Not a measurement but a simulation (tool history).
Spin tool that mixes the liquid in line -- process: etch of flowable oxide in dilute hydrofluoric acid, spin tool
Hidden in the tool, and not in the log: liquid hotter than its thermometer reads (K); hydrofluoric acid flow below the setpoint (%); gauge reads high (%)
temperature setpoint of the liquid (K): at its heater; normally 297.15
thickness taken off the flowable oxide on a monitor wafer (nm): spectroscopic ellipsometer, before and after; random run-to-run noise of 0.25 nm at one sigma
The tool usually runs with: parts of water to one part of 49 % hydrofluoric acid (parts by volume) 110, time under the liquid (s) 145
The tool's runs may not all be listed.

run,hour,temperature setpoint of the liquid (K),parts of water to one part of 49 % hydrofluoric acid (parts by volume),time under the liquid (s),wafers since the last listed run,hours since the thermometer was replaced,hours since the hydrofluoric acid flow meter was replaced,hours since the gauge calibration,"read-back film thickness of the flowable oxide reference wafer, read on the same gauge (nm)",thickness taken off the flowable oxide on a monitor wafer (nm)
1,0.0,297.15,150,145,0,2603.7,683.1,134.4,90.05,26.93
2,18.0,297.15,150,145,156,2621.7,701.1,152.4,89.96,26.81
3,33.6,297.15,110,145,135,2637.3,716.7,168.0,89.97,38.07
4,41.1,297.15,90,145,65,2644.8,724.2,175.5,89.98,47.89
5,56.4,297.15,90,145,132,2660.1,739.5,190.8,89.95,47.61
6,73.6,297.15,110,145,149,2677.3,756.7,208.0,89.97,37.18
7,87.4,297.15,110,145,119,2691.1,770.5,221.8,90.00,37.76
8,100.5,297.15,110,145,113,2704.2,783.6,234.9,90.01,37.53
# hour 123.0: hydrofluoric acid flow meter replaced
9,129.7,297.15,110,145,244,2733.4,6.7,264.1,90.01,34.81
10,140.4,297.15,110,145,92,2744.1,17.4,274.8,90.01,34.49
# hour 141.9: gauge calibrated
11,147.2,297.15,110,145,58,2750.9,24.2,5.3,89.98,34.91
12,159.1,297.15,110,145,103,2762.8,36.1,17.2,90.00,34.67
# hour 177.6: thermometer replaced
13,178.1,297.15,110,145,156,0.5,55.1,36.2,89.97,34.25
14,189.3,297.15,110,145,97,11.7,66.3,47.4,90.01,34.78
# hour 194.8: hydrofluoric acid flow meter replaced, repeated, since the last time left the tool worse
15,200.8,297.15,110,145,91,23.2,6.0,58.9,90.04,42.05
16,210.1,297.15,110,145,80,32.5,15.3,68.2,89.99,42.33
17,225.2,297.15,110,145,130,47.6,30.4,83.3,89.99,42.13
18,235.7,300.15,110,210,91,58.1,40.9,93.8,90.00,68.14
19,243.9,297.15,110,145,71,66.3,49.1,102.0,90.00,41.26
20,251.0,294.65,130,220,61,73.4,56.2,109.1,90.01,47.44
21,263.1,292.15,130,145,104,85.5,68.3,121.2,89.99,27.92
22,271.9,301.15,95,120,76,94.3,77.1,130.0,89.99,47.30
23,283.8,293.65,75,230,103,106.2,89.0,141.9,90.00,87.49
24,297.9,298.65,150,205,122,120.3,103.1,156.0,89.97,43.01
25,304.5,297.15,110,185,57,126.9,109.7,162.6,89.98,52.55
26,319.1,297.15,110,145,126,141.5,124.3,177.2,89.98,41.00
27,325.2,293.65,75,225,52,147.6,130.4,183.3,90.03,85.14
28,339.7,294.65,55,190,125,162.1,144.9,197.8,89.99,103.59
29,350.6,295.15,60,205,94,173.0,155.8,208.7,90.01,104.70
30,367.2,294.65,110,85,143,189.6,172.4,225.3,89.99,21.87
31,377.3,297.15,110,180,87,199.7,182.5,235.4,89.95,50.32
# hour 378.9: gauge calibrated
32,390.1,297.15,150,210,111,212.5,195.3,11.2,90.00,41.19

Here are 3 independent what-if runs from the current tool condition. What would each one return?
A,390.6,297.15,110,145,4,213.0,195.8,11.7,?,?
B,390.6,294.15,95,110,4,213.0,195.8,11.7,?,?
C,390.6,295.65,160,230,4,213.0,195.8,11.7,?,?

run,"read-back film thickness of the flowable oxide reference wafer, read on the same gauge (nm)",thickness taken off the flowable oxide on a monitor wafer (nm)
A,90.03,40.88
B,90.03,32.43
C,90.03,39.67
Without the tool's hidden state the same runs would have given:
run,thickness taken off the flowable oxide on a monitor wafer (nm)
A,42.09
B,33.37
C,40.88
